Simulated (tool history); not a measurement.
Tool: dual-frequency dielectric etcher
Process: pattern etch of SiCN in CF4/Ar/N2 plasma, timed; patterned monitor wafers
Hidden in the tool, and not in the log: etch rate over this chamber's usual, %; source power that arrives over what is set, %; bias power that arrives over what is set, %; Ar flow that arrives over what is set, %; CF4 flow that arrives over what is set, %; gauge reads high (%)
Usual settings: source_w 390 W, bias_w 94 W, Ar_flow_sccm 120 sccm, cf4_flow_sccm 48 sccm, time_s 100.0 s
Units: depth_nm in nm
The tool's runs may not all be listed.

run	hour	source_w	bias_w	Ar_flow_sccm	cf4_flow_sccm	time_s	wafers since the last listed run	hours since the last wet clean	hours since the last source power generator calibration	hours since the last bias power generator calibration	hours since the last Ar flow controller change	hours since the last CF4 flow controller change	hours since the last upper electrode change	hours since the gauge calibration	read-back reference wafer on the same gauge, depth_nm	depth_nm
1	0.0	390	94	120	48	100.0	0	48.1	2946.4	3606.7	2735.6	167.6	101.9	1404.9	77.6	76.4
2	74.3	390	94	120	48	100.0	541	122.4	3020.7	3681.0	2809.9	241.9	176.2	1479.2	77.5	76.5
3	152.1	390	94	120	51	100.0	567	200.2	3098.5	3758.8	2887.7	319.7	254.0	1557.0	77.6	77.6
4	195.3	390	94	120	48	100.0	315	243.4	3141.7	3802.0	2930.9	362.9	297.2	1600.2	77.6	76.9
5	281.6	390	94	139	48	100.0	629	329.7	3228.0	3888.3	3017.2	449.2	383.5	1686.5	77.6	75.6
# hour 292.3: bias power generator calibrated
6	359.5	450	94	120	48	89.5	539	407.6	3305.9	67.2	3095.1	527.1	461.4	1764.4	77.6	80.4
7	414.9	440	94	120	44	100.0	404	463.0	3361.3	122.6	3150.5	582.5	516.8	1819.8	77.7	86.5
# hour 438.7: gauge calibrated
# hour 463.1: wet clean of the chamber
8	501.8	460	79	120	48	88.5	458	38.7	3448.2	209.5	3237.4	669.4	603.7	63.1	77.5	75.5
9	565.5	390	94	120	57	86.0	464	102.4	3511.9	273.2	3301.1	733.1	667.4	126.8	77.6	68.0
10	628.3	390	94	101	43	100.0	458	165.2	3574.7	336.0	3363.9	795.9	730.2	189.6	77.6	77.4
# hour 643.3: Ar flow controller replaced
11	812.6	390	94	101	43	100.0	1300	349.5	3759.0	520.3	169.3	980.2	914.5	373.9	77.6	78.5
12	889.5	450	94	120	48	89.5	560	426.4	3835.9	597.2	246.2	1057.1	991.4	450.8	77.6	80.4
# hour 920.6: source power generator calibrated
# hour 943.4: wet clean of the chamber
13	965.6	390	70	108	40	100.0	359	22.2	45.0	673.3	322.3	1133.2	1067.5	526.9	77.7	67.6
14	1073.2	390	117	120	48	100.0	784	129.8	152.6	780.9	429.9	1240.8	1175.1	634.5	77.6	83.0
15	1163.7	420	108	120	48	110.5	660	220.3	243.1	871.4	520.4	1331.3	1265.6	725.0	77.6	96.8
16	1221.2	390	73	120	48	100.0	419	277.8	300.6	928.9	577.9	1388.8	1323.1	782.5	77.6	70.4
17	1306.9	390	94	120	48	100.0	625	363.5	386.3	1014.6	663.6	1474.5	1408.8	868.2	77.7	77.8
18	1381.6	390	94	139	48	100.0	544	438.2	461.0	1089.3	738.3	1549.2	1483.5	942.9	77.6	76.3
19	1428.5	390	117	105	59	100.0	342	485.1	507.9	1136.2	785.2	1596.1	1530.4	989.8	77.6	88.1
# hour 1480.2: wet clean of the chamber
20	1480.7	390	94	109	48	100.0	205	0.5	560.1	1188.4	837.4	1648.3	1582.6	1042.0	77.6	77.8

Some steps in depth_nm between neighbouring runs. How much of each would the tool show without its hidden state too (settings, what came in, random variation), and how much is left for the hidden state, with any gauge scatter that isn't in both results?
Run 12 -> 13: source_w 450 -> 390, bias_w 94 -> 70, Ar_flow_sccm 120 -> 108, cf4_flow_sccm 48 -> 40, time_s 89.5 -> 100.0, source power generator calibrated, wet clean of the chamber. depth_nm -12.8 nm: hidden state -1.2, all else -11.6.
Run 13 -> 14: bias_w 70 -> 117, Ar_flow_sccm 108 -> 120, cf4_flow_sccm 40 -> 48. depth_nm +15.4 nm: hidden state +0.3, all else +15.1.
Run 15 -> 16: source_w 420 -> 390, bias_w 108 -> 73, time_s 110.5 -> 100.0. depth_nm -26.4 nm: hidden state +0.0, all else -26.4.
Run 19 -> 20: bias_w 117 -> 94, Ar_flow_sccm 105 -> 109, cf4_flow_sccm 59 -> 48, wet clean of the chamber. depth_nm -10.3 nm: hidden state -1.2, all else -9.1.
